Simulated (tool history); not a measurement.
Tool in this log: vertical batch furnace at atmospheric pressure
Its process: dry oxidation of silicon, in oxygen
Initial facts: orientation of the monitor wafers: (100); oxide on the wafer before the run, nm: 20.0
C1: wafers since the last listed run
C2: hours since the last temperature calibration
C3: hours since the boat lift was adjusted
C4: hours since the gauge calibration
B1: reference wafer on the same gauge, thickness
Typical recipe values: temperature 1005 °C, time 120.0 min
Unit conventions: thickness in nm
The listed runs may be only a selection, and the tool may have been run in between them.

run 1 hour=0.0 | temperature=987 time=106.0 | C1=0 C2=1163.9 C3=5756.8 C4=178.4 | B1=82.95 | thickness=71.95
run 2 hour=51.9 | temperature=987 time=106.0 | C1=668 C2=1215.8 C3=5808.7 C4=230.3 | B1=82.90 | thickness=72.20
run 3 hour=117.3 | temperature=987 time=106.0 | C1=842 C2=1281.2 C3=5874.1 C4=295.7 | B1=82.90 | thickness=72.18
run 4 hour=158.5 | temperature=994 time=120.0 | C1=530 C2=1322.4 C3=5915.3 C4=336.9 | B1=82.92 | thickness=82.70
run 5 hour=211.3 | temperature=998 time=89.0 | C1=680 C2=1375.2 C3=5968.1 C4=389.7 | B1=82.96 | thickness=71.27
run 6 hour=273.8 | temperature=1005 time=120.0 | C1=805 C2=1437.7 C3=6030.6 C4=452.2 | B1=82.90 | thickness=91.00
run 7 hour=313.3 | temperature=1019 time=120.0 | C1=509 C2=1477.2 C3=6070.1 C4=491.7 | B1=82.93 | thickness=102.54
run 8 hour=348.4 | temperature=1019 time=120.0 | C1=452 C2=1512.3 C3=6105.2 C4=526.8 | B1=82.88 | thickness=102.09
run 9 hour=402.9 | temperature=1005 time=120.0 | C1=702 C2=1566.8 C3=6159.7 C4=581.3 | B1=82.88 | thickness=91.58
run 10 hour=429.3 | temperature=1005 time=120.0 | C1=340 C2=1593.2 C3=6186.1 C4=607.7 | B1=82.89 | thickness=91.75
run 11 hour=493.4 | temperature=1005 time=100.5 | C1=826 C2=1657.3 C3=6250.2 C4=671.8 | B1=82.92 | thickness=82.65
-- hour=529.8 boat lift adjusted
run 12 hour=530.3 | temperature=1005 time=100.5 | C1=166 C2=1694.2 C3=0.5 C4=708.7 | B1=82.93 | thickness=82.37
run 13 hour=574.1 | temperature=1005 time=100.5 | C1=564 C2=1738.0 C3=44.3 C4=752.5 | B1=82.90 | thickness=83.05
-- hour=655.9 thermocouples replaced and temperature profile calibrated
run 14 hour=656.4 | temperature=1005 time=120.0 | C1=751 C2=0.5 C3=126.6 C4=834.8 | B1=82.90 | thickness=88.04
run 15 hour=661.9 | temperature=991 time=78.5 | C1=70 C2=6.0 C3=132.1 C4=840.3 | B1=82.87 | thickness=60.83
-- hour=669.4 gauge calibrated
run 16 hour=730.0 | temperature=992 time=152.5 | C1=877 C2=74.1 C3=200.2 C4=60.6 | B1=82.90 | thickness=91.98
run 17 hour=797.8 | temperature=1020 time=177.0 | C1=873 C2=141.9 C3=268.0 C4=128.4 | B1=82.94 | thickness=128.69
run 18 hour=864.9 | temperature=1005 time=120.0 | C1=864 C2=209.0 C3=335.1 C4=195.5 | B1=82.90 | thickness=88.13
run 19 hour=913.1 | temperature=1005 time=120.0 | C1=621 C2=257.2 C3=383.3 C4=243.7 | B1=82.88 | thickness=88.67
run 20 hour=962.7 | temperature=1012 time=178.0 | C1=639 C2=306.8 C3=432.9 C4=293.3 | B1=82.90 | thickness=119.65
run 21 hour=1009.3 | temperature=990 time=79.0 | C1=600 C2=353.4 C3=479.5 C4=339.9 | B1=82.89 | thickness=60.78
run 22 hour=1051.5 | temperature=984 time=103.5 | C1=543 C2=395.6 C3=521.7 C4=382.1 | B1=82.84 | thickness=68.28
run 23 hour=1077.2 | temperature=988 time=71.5 | C1=331 C2=421.3 C3=547.4 C4=407.8 | B1=82.91 | thickness=56.50
run 24 hour=1127.2 | temperature=1027 time=139.0 | C1=644 C2=471.3 C3=597.4 C4=457.8 | B1=82.94 | thickness=116.63
run 25 hour=1175.5 | temperature=984 time=163.0 | C1=622 C2=519.6 C3=645.7 C4=506.1 | B1=82.88 | thickness=90.39
run 26 hour=1208.8 | temperature=1005 time=120.0 | C1=429 C2=552.9 C3=679.0 C4=539.4 | B1=82.92 | thickness=88.64
run 27 hour=1243.3 | temperature=997 time=66.0 | C1=444 C2=587.4 C3=713.5 C4=573.9 | B1=82.88 | thickness=58.10
run 28 hour=1312.6 | temperature=984 time=103.5 | C1=893 C2=656.7 C3=782.8 C4=643.2 | B1=82.92 | thickness=68.59
run 29 hour=1384.3 | temperature=1025 time=160.5 | C1=924 C2=728.4 C3=854.5 C4=714.9 | B1=82.82 | thickness=126.55

Consider 5 possible next runs. They are alternatives, not a sequence: every one starts from the tool as it was left by run 29. What does each give?
run A hour=1389.9 | temperature=1005 time=120.0 | C1=72 C2=734.0 C3=860.1 C4=720.5 | B1=? | thickness=?
run B hour=1389.9 | temperature=985 time=170.5 | C1=72 C2=734.0 C3=860.1 C4=720.5 | B1=? | thickness=?
run C hour=1389.9 | temperature=1024 time=120.0 | C1=72 C2=734.0 C3=860.1 C4=720.5 | B1=? | thickness=?
run D hour=1389.9 | temperature=1024 time=178.5 | C1=72 C2=734.0 C3=860.1 C4=720.5 | B1=? | thickness=?
run E hour=1389.9 | temperature=1005 time=91.0 | C1=72 C2=734.0 C3=860.1 C4=720.5 | B1=? | thickness=?

run=A B1=82.91 thickness=89.11
run=B B1=82.91 thickness=94.67
run=C B1=82.91 thickness=104.41
run=D B1=82.91 thickness=134.16
run=E B1=82.91 thickness=75.14
Without the tool's hidden state the same runs would have given:
run=A thickness=88.36
run=B thickness=93.98
run=C thickness=103.57
run=D thickness=133.10
run=E thickness=74.52
